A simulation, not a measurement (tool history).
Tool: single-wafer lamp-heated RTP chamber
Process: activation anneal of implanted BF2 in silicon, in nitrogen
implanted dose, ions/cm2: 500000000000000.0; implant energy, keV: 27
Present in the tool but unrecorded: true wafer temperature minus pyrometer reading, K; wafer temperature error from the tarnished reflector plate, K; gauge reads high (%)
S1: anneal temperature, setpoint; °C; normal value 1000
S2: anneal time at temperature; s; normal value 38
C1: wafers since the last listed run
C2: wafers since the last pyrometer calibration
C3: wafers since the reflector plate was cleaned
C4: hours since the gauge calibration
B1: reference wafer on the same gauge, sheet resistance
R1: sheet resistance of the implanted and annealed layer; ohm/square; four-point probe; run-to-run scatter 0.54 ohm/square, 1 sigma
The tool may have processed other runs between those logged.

Run 1, hour 0: usual settings; C1 0; C2 1796; C3 8862; C4 44.7; B1 221.07. Result: R1 215.96 ohm/square.
Run 2, hour 27.4: usual settings; C1 353; C2 2149; C3 9215; C4 72.1; B1 221.17. Result: R1 215.55 ohm/square.
Run 3, hour 48.4: usual settings; C1 270; C2 2419; C3 9486; C4 93.1; B1 220.99. Result: R1 215.57 ohm/square.
Run 4, hour 83.7: usual settings; C1 454; C2 2874; C3 9941; C4 128.4; B1 221.27. Result: R1 214.58 ohm/square.
Run 5, hour 118.1: usual settings; C1 443; C2 3317; C3 10384; C4 162.8; B1 220.66. Result: R1 214.94 ohm/square.
Run 6, hour 135.6: usual settings but S1 987 °C, S2 26 s; C1 225; C2 3543; C3 10609; C4 180.3; B1 220.99. Result: R1 220.06 ohm/square.
Run 7, hour 163.8: usual settings but S1 987 °C, S2 26 s; C1 363; C2 3906; C3 10973; C4 208.5; B1 221.02. Result: R1 220.54 ohm/square.
Run 8, hour 199.2: usual settings but S2 52 s; C1 456; C2 4362; C3 11429; C4 243.9; B1 220.99. Result: R1 211.67 ohm/square.
Run 9, hour 226.5: usual settings but S2 52 s; C1 351; C2 4714; C3 11780; C4 271.2; B1 220.91. Result: R1 211.78 ohm/square.
Run 10, hour 245.1: usual settings but S2 52 s; C1 239; C2 4953; C3 12020; C4 289.8; B1 221.07. Result: R1 211.29 ohm/square.
At hour 302.3: pyrometer window cleaned and pyrometer calibrated.
Run 11, hour 325: usual settings; C1 926; C2 292; C3 12946; C4 369.7; B1 221.06. Result: R1 216.05 ohm/square.
Run 12, hour 344.4: usual settings; C1 249; C2 542; C3 13196; C4 389.1; B1 221.07. Result: R1 216.84 ohm/square.
At hour 365.7: reflector plate cleaned.
Run 13, hour 366.2: usual settings; C1 177; C2 720; C3 6; C4 410.9; B1 220.94. Result: R1 216.85 ohm/square.
Run 14, hour 378.2: usual settings but S1 1020 °C, S2 60 s; C1 154; C2 874; C3 160; C4 422.9; B1 221.03. Result: R1 209.89 ohm/square.
Run 15, hour 404.5: usual settings but S1 1029 °C, S2 50 s; C1 338; C2 1213; C3 499; C4 449.2; B1 221.21. Result: R1 209.82 ohm/square.
Run 16, hour 417.6: usual settings but S1 1029 °C, S2 47 s; C1 168; C2 1382; C3 668; C4 462.3; B1 221.02. Result: R1 209.84 ohm/square.
Run 17, hour 434.1: usual settings; C1 212; C2 1595; C3 881; C4 478.8; B1 221.11. Result: R1 216.9 ohm/square.
Run 18, hour 446.2: usual settings but S1 1008 °C, S2 54 s; C1 155; C2 1751; C3 1036; C4 490.9; B1 221.18. Result: R1 212.61 ohm/square.
Run 19, hour 475.5: usual settings but S1 981 °C, S2 18 s; C1 377; C2 2128; C3 1414; C4 520.2; B1 220.93. Result: R1 226.09 ohm/square.
At hour 498.1: gauge calibrated.
Run 20, hour 504.1: usual settings but S2 54 s; C1 368; C2 2497; C3 1782; C4 6; B1 220.93. Result: R1 214.35 ohm/square.

Run 21 comes next. What will it give?
Run 21, hour 537.2: usual settings but S1 987 °C, S2 57 s; C1 426; C2 2923; C3 2209; C4 39.1; B1 ?. Result: R1 ?.

{"run 21": {"B1": 221.1, "R1": 217.26}}
If the tool had no hidden condition, the same run with the same run-to-run variation would have returned R1 218.71 ohm/square.
